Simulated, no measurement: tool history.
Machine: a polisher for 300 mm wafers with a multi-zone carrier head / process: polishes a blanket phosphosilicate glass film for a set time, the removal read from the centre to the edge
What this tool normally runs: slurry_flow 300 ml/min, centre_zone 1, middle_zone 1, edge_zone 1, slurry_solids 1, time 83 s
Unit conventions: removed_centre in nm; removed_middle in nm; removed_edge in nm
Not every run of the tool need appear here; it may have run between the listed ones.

run	hour	slurry_flow	centre_zone	middle_zone	edge_zone	slurry_solids	time	wafers since the last listed run	wafers polished on this pad	hours since the slurry nozzle was cleaned	hours since the centre zone pressure was calibrated	hours since the edge zone pressure was calibrated	hours since the carrier head's membrane was replaced	incoming thickness of the incoming film, nm	removed_centre	removed_middle	removed_edge
1	0	370	1	1	1	1	83	0	241	266.3	1151.5	1023.2	1337.8	3442.8	512.7	525	513.1
# hour 11.9: worn pad replaced by a new one, repeated, since the last time left the tool worse
2	12.4	370	1	1	1	1	83	63	3	278.7	1163.9	1035.6	1350.2	3407.6	613.8	638.6	610.2
3	25.2	300	1	1.06	1	1	96	96	100	291.5	1176.7	1048.4	1363	3395.5	661.4	723.8	695.8
4	37.7	300	1	1.06	1	1	96	94	194	304	1189.2	1060.9	1375.5	3369.5	645.6	723.1	675.5
# hour 45.9: slurry nozzle cleaned
5	54.3	300	1	1	1	1	83	117	311	8.4	1205.8	1077.5	1392.1	3400.8	569.6	591.5	580.5
6	62	300	1	1	1	1	83	57	369	16.1	1213.5	1085.2	1399.8	3386.6	552.8	590	575.4
# hour 71.7: carrier head's membrane replaced by a new one
7	72.2	300	1	1	1	1	83	39	408	26.3	1223.7	1095.4	0.5	3420.1	549	582.7	581.3
# hour 75.9: centre zone pressure recalibrated
8	78.3	235	1	1	1	1	75	30	439	32.4	2.4	1101.5	6.6	3495.1	492.4	520.7	506.5
9	89.1	300	1.06	1	1	1.15	83	81	521	43.2	13.2	1112.3	17.4	3369	628.2	626.4	610.6
# hour 106.7: worn pad replaced by a new one
10	107.2	300	1.05	1	1.06	1	68	106	3	61.3	31.3	1130.4	35.5	3457.9	513.6	510.5	515.2
11	124.2	300	1.03	0.88	1	1	83	128	131	78.3	48.3	1147.4	52.5	3364.8	604	541.7	590
# hour 131.4: edge zone pressure recalibrated
12	135.2	300	1.1	1	1	1.2	83	67	199	89.3	59.3	3.8	63.5	3418.5	678.6	653.5	632.9
13	148.6	400	1.08	1	1	0.85	92	100	300	102.7	72.7	17.2	76.9	3456.7	641	606	597.7
14	166.5	300	1	1	1	1	71	134	435	120.6	90.6	35.1	94.8	3370.4	474.2	502.4	495.2
15	181.1	300	1	1	1	1	58	109	545	135.2	105.2	49.7	109.4	3379.6	376.6	412.5	406.3
16	190.7	300	1.09	1	1	1	67	72	617	144.8	114.8	59.3	119	3467	487.8	465.9	459.8
17	207	270	1.04	0.9	1	1	57	122	740	161.1	131.1	75.6	135.3	3411	393.3	369.7	394.5
# hour 219.2: worn pad replaced by a new one
18	219.7	300	1	1	1.06	1	66	65	3	173.8	143.8	88.3	148	3391.7	468	489.7	497.3
19	233.1	300	1	1	1	1	83	100	104	187.2	157.2	101.7	161.4	3418.4	585.3	612.3	600.7
20	250.1	300	1	1	1	1	83	128	232	204.2	174.2	118.7	178.4	3440.2	559.9	595.3	590
21	260.3	300	1	1	1	1.1	83	76	309	214.4	184.4	128.9	188.6	3376.4	582.4	621.4	599.3

What if the next run were any one of these 4? Each begins from the tool's condition after run 21:
A	260.7	270	1	1	1	1	83	3	312	214.8	184.8	129.3	189	3427.6	?	?	?
B	260.7	345	0.9	1.1	1	1	76	3	312	214.8	184.8	129.3	189	3427.6	?	?	?
C	260.7	365	1	0.95	0.95	0.85	83	3	312	214.8	184.8	129.3	189	3427.6	?	?	?
D	260.7	300	1	1	0.91	1	102	3	312	214.8	184.8	129.3	189	3427.6	?	?	?

run	removed_centre	removed_middle	removed_edge
A	561.1	592.2	576.3
B	471.1	598.4	533.8
C	529.7	534.5	528.3
D	695.3	733.3	683
Without the tool's hidden state the same runs would have given:
run	removed_centre	removed_middle	removed_edge
A	593.2	626	609.2
B	498	632.6	564.3
C	560	565	558.5
D	735	775.2	722

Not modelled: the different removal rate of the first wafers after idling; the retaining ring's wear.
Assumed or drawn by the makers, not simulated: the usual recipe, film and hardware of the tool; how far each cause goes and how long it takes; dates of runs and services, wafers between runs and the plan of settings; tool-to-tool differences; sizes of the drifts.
